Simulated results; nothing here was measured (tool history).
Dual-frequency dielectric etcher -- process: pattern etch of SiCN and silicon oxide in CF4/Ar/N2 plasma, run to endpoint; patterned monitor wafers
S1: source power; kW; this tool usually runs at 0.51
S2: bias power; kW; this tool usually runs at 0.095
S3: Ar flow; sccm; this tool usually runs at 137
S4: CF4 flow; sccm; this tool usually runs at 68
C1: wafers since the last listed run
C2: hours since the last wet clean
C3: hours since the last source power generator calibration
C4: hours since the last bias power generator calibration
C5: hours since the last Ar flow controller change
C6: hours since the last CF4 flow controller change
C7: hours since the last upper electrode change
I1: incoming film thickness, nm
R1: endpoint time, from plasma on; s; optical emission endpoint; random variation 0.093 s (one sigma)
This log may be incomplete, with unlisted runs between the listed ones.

run	hour	S1	S2	S3	S4	C1	C2	C3	C4	C5	C6	C7	I1	R1
1	0	0.51	0.095	137	68	0	201.1	1642	3050.4	1614.6	830.5	2724.2	11.13	11
2	50.1	0.51	0.095	137	68	780	251.2	1692.1	3100.5	1664.7	880.6	2774.3	11.23	11.1
3	103.9	0.51	0.095	137	68	838	305	1745.9	3154.3	1718.5	934.4	2828.1	11.17	11
4	134.8	0.51	0.095	137	68	481	335.9	1776.8	3185.2	1749.4	965.3	2859	11.28	11
5	195.8	0.43	0.079	137	68	950	396.9	1837.8	3246.2	1810.4	1026.3	2920	11.08	13.4
# hour 250.6: Ar flow controller replaced
6	253.2	0.43	0.079	137	68	800	454.3	1895.2	3303.6	2.6	1083.7	2977.4	11.19	13.5
# hour 348: wet clean of the chamber
7	348.5	0.51	0.095	137	68	1111	0.5	1990.5	3398.9	97.9	1179	3072.7	11.18	11.4
8	394.9	0.51	0.095	137	68	723	46.9	2036.9	3445.3	144.3	1225.4	3119.1	11.25	11.6
9	422.3	0.51	0.095	137	73	426	74.3	2064.3	3472.7	171.7	1252.8	3146.5	11.15	11.3
# hour 455.2: upper electrode replaced
10	464.8	0.56	0.095	128	68	288	116.8	2106.8	3515.2	214.2	1295.3	9.6	11.12	10.3
# hour 482.2: bias power generator calibrated
11	520.6	0.4	0.119	167	79	807	172.6	2162.6	38.4	270	1351.1	65.4	11.2	13
# hour 570.4: CF4 flow controller replaced
12	585.6	0.51	0.108	137	53	919	237.6	2227.6	103.4	335	15.2	130.4	11.28	11
13	616.7	0.51	0.095	137	68	484	268.7	2258.7	134.5	366.1	46.3	161.5	11.22	11.1
# hour 621.4: source power generator calibrated
14	710.5	0.44	0.095	159	68	1399	362.5	89.1	228.3	459.9	140.1	255.3	11.24	12.9
15	772.4	0.51	0.095	137	68	964	424.4	151	290.2	521.8	202	317.2	11.28	11
# hour 808.4: wet clean of the chamber
16	817.7	0.51	0.095	148	68	331	9.3	196.3	335.5	567.1	247.3	362.5	11.07	11.3

Below, some changes in R1 between adjacent runs. For each, the amount present without the hidden state too (settings, incoming material, random variation) and the amount remaining for the hidden state with gauge scatter not shared by both compared results:
What the log doesn't record here: etch rate over this chamber's usual, %; source power that arrives over what is set, %; bias power that arrives over what is set, %; Ar flow that arrives over what is set, %; CF4 flow that arrives over what is set, %.
Run 6 -> 7: S1 0.43 -> 0.51, S2 0.079 -> 0.095, wet clean of the chamber. R1 -2.1 s: hidden state +0.7, all else -2.8.
Run 10 -> 11: S1 0.56 -> 0.4, S2 0.095 -> 0.119, S3 128 -> 167, S4 68 -> 79, bias power generator calibrated. R1 +2.7 s: hidden state -0.2, all else +2.9.

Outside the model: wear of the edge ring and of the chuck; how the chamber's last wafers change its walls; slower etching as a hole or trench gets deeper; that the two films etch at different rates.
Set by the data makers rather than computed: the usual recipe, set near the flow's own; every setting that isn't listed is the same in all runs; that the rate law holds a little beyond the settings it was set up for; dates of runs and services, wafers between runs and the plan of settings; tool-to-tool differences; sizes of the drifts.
